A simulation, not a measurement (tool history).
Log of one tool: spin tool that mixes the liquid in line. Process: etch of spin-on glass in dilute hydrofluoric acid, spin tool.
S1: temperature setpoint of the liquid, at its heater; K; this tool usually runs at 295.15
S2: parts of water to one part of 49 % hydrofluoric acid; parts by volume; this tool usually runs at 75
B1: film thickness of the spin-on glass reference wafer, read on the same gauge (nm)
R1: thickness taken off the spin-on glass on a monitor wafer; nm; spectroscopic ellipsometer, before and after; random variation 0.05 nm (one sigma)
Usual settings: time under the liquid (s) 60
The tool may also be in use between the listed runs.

Run 1, hour 0.0: usual settings; B1 130.00. Result: R1 13.33 nm.
Run 2, hour 18.6: usual settings; B1 130.00. Result: R1 13.33 nm.
Run 3, hour 44.1: usual settings; B1 130.01. Result: R1 13.25 nm.
Run 4, hour 69.0: usual settings but time under the liquid (s) 40; B1 130.00. Result: R1 8.82 nm.
Run 5, hour 97.1: usual settings; B1 130.00. Result: R1 13.28 nm.
Run 6, hour 131.6: usual settings; B1 130.00. Result: R1 13.28 nm.
Run 7, hour 147.9: usual settings; B1 130.01. Result: R1 13.27 nm.
Run 8, hour 217.2: usual settings; B1 130.01. Result: R1 13.28 nm.
Run 9, hour 232.8: usual settings; B1 130.01. Result: R1 13.19 nm.
Run 10, hour 257.5: usual settings; B1 130.00. Result: R1 13.35 nm.
Run 11, hour 274.6: usual settings but time under the liquid (s) 75; B1 130.03. Result: R1 16.48 nm.
Run 12, hour 303.1: usual settings; B1 129.99. Result: R1 13.22 nm.
Run 13, hour 335.5: usual settings; B1 130.00. Result: R1 13.21 nm.
Run 14, hour 350.4: usual settings; B1 129.99. Result: R1 13.19 nm.
Run 15, hour 365.3: usual settings but S2 45 parts by volume, time under the liquid (s) 75; B1 129.99. Result: R1 28.86 nm.
Run 16, hour 387.5: usual settings but S1 296.65 K, time under the liquid (s) 30; B1 130.00. Result: R1 7.00 nm.
At hour 393.0: gauge calibrated.
Run 17, hour 420.7: usual settings but S1 299.15 K; B1 130.00. Result: R1 15.49 nm.
At hour 428.9: thermometer replaced.
Run 18, hour 439.8: usual settings but S1 298.65 K, S2 65 parts by volume; B1 130.01. Result: R1 18.21 nm.
Run 19, hour 460.3: usual settings but S2 85 parts by volume; B1 130.01. Result: R1 11.88 nm.
Run 20, hour 483.0: usual settings; B1 130.00. Result: R1 13.55 nm.
Run 21, hour 515.7: usual settings but S1 290.15 K, S2 60 parts by volume, time under the liquid (s) 80; B1 130.01. Result: R1 18.56 nm.
Run 22, hour 528.8: usual settings; B1 130.00. Result: R1 13.50 nm.
Run 23, hour 542.3: usual settings but S1 299.15 K, S2 100 parts by volume; B1 130.00. Result: R1 11.52 nm.
At hour 549.7: hydrofluoric acid flow meter replaced.
Run 24, hour 566.2: usual settings; B1 130.01. Result: R1 13.46 nm.
Run 25, hour 586.1: usual settings but S2 85 parts by volume, time under the liquid (s) 35; B1 130.00. Result: R1 6.87 nm.
Run 26, hour 615.3: usual settings; B1 130.00. Result: R1 13.47 nm.
Run 27, hour 631.9: usual settings; B1 130.00. Result: R1 13.48 nm.
Run 28, hour 664.8: usual settings but S1 299.15 K, S2 55 parts by volume, time under the liquid (s) 85; B1 130.01. Result: R1 31.46 nm.
Run 29, hour 693.9: usual settings but S1 291.65 K; B1 130.00. Result: R1 11.64 nm.
Run 30, hour 716.7: usual settings but S2 65 parts by volume; B1 130.01. Result: R1 15.79 nm.
Run 31, hour 800.5: usual settings but S1 298.65 K; B1 130.00. Result: R1 15.44 nm.

Subtracting, for every run, the result it would have given without the tool's unlogged condition from the measured result gives the following. The same run-to-run variation enters both numbers; the gauge's scatter may not:
Unlogged tool condition in this case: liquid colder than its thermometer reads (K); hydrofluoric acid flow above the setpoint (%); gauge reads high (%).
run     R1
  1  -0.21
  2  -0.22
  3  -0.22
  4  -0.16
  5  -0.24
  6  -0.25
  7  -0.25
  8  -0.27
  9  -0.28
 10  -0.29
 11  -0.37
 12  -0.31
 13  -0.32
 14  -0.31
 15  -0.71
 16  -0.17
 17  -0.38
 18  -0.04
 19  -0.03
 20  -0.04
 21  -0.08
 22  -0.06
 23  -0.06
 24  -0.07
 25  -0.04
 26  -0.09
 27  -0.09
 28  -0.24
 29  -0.10
 30  -0.14
 31  -0.16

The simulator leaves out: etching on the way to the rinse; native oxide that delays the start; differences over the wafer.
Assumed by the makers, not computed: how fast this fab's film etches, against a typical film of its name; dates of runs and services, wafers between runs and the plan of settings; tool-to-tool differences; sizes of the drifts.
